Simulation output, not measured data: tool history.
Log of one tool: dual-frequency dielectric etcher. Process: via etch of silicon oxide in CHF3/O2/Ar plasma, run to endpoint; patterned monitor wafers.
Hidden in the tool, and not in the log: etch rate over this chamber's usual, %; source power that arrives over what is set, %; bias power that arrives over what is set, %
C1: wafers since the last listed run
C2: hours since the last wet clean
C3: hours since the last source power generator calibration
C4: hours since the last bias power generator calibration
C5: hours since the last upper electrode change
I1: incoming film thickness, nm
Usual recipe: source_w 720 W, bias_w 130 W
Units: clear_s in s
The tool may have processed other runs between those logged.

Run 1, day 0: usual settings but source_w 680 W, bias_w 142 W; C1 0; C2 374.5; C3 1341.7; C4 4398.7; C5 2867.8; I1 711.8. Result: clear_s 398.5 s.
Run 2, day 3.808: usual settings but source_w 680 W, bias_w 142 W; C1 365; C2 465.9; C3 1433.1; C4 4490.1; C5 2959.2; I1 704.6. Result: clear_s 397.9 s.
Run 3, day 4.892: usual settings but source_w 860 W; C1 104; C2 491.9; C3 1459.1; C4 4516.1; C5 2985.2; I1 716.4. Result: clear_s 383 s.
Run 4, day 7.567: usual settings but source_w 860 W; C1 257; C2 556.1; C3 1523.3; C4 4580.3; C5 3049.4; I1 711.4. Result: clear_s 382.9 s.
Run 5, day 9.983: usual settings but source_w 860 W; C1 232; C2 614.1; C3 1581.3; C4 4638.3; C5 3107.4; I1 707. Result: clear_s 381.4 s.
At day 11.317: upper electrode replaced.
At day 11.567: wet clean of the chamber.
Run 6, day 11.588: usual settings but bias_w 143 W; C1 34; C2 0.5; C3 1619.8; C4 4676.8; C5 6.5; I1 716.7. Result: clear_s 385.9 s.
At day 14.221: source power generator calibrated.
Run 7, day 18.221: usual settings but bias_w 143 W; C1 621; C2 159.7; C3 96; C4 4836; C5 165.7; I1 705.6. Result: clear_s 384.4 s.
Run 8, day 20.942: usual settings but source_w 860 W; C1 261; C2 225; C3 161.3; C4 4901.3; C5 231; I1 717.1. Result: clear_s 378 s.
At day 21.388: bias power generator calibrated.
Run 9, day 24.462: usual settings but source_w 550 W, bias_w 101 W; C1 322; C2 309.5; C3 245.8; C4 73.8; C5 315.5; I1 710.3. Result: clear_s 490.6 s.
Run 10, day 27.083: usual settings but source_w 550 W, bias_w 162 W; C1 251; C2 372.4; C3 308.7; C4 136.7; C5 378.4; I1 710. Result: clear_s 416.1 s.
Run 11, day 28.338: usual settings but source_w 850 W, bias_w 100 W; C1 120; C2 402.5; C3 338.8; C4 166.8; C5 408.5; I1 707.1. Result: clear_s 420.2 s.
Run 12, day 30.071: usual settings but source_w 590 W, bias_w 158 W; C1 166; C2 444.1; C3 380.4; C4 208.4; C5 450.1; I1 720. Result: clear_s 419.3 s.
Run 13, day 31.554: usual settings but source_w 800 W, bias_w 118 W; C1 142; C2 479.7; C3 416; C4 244; C5 485.7; I1 702.3. Result: clear_s 406.1 s.
Run 14, day 33.271: usual settings; C1 164; C2 520.9; C3 457.2; C4 285.2; C5 526.9; I1 702.8. Result: clear_s 410.7 s.

Results per run with the tool's hidden condition removed, run-to-run variation unchanged:
run  clear_s
  1    390.4
  2    386.9
  3    371.6
  4    369.5
  5    366.3
  6    384.6
  7    378.2
  8    369.9
  9    476.8
 10    402.3
 11    405.3
 12    402.9
 13    389.2
 14    392.2

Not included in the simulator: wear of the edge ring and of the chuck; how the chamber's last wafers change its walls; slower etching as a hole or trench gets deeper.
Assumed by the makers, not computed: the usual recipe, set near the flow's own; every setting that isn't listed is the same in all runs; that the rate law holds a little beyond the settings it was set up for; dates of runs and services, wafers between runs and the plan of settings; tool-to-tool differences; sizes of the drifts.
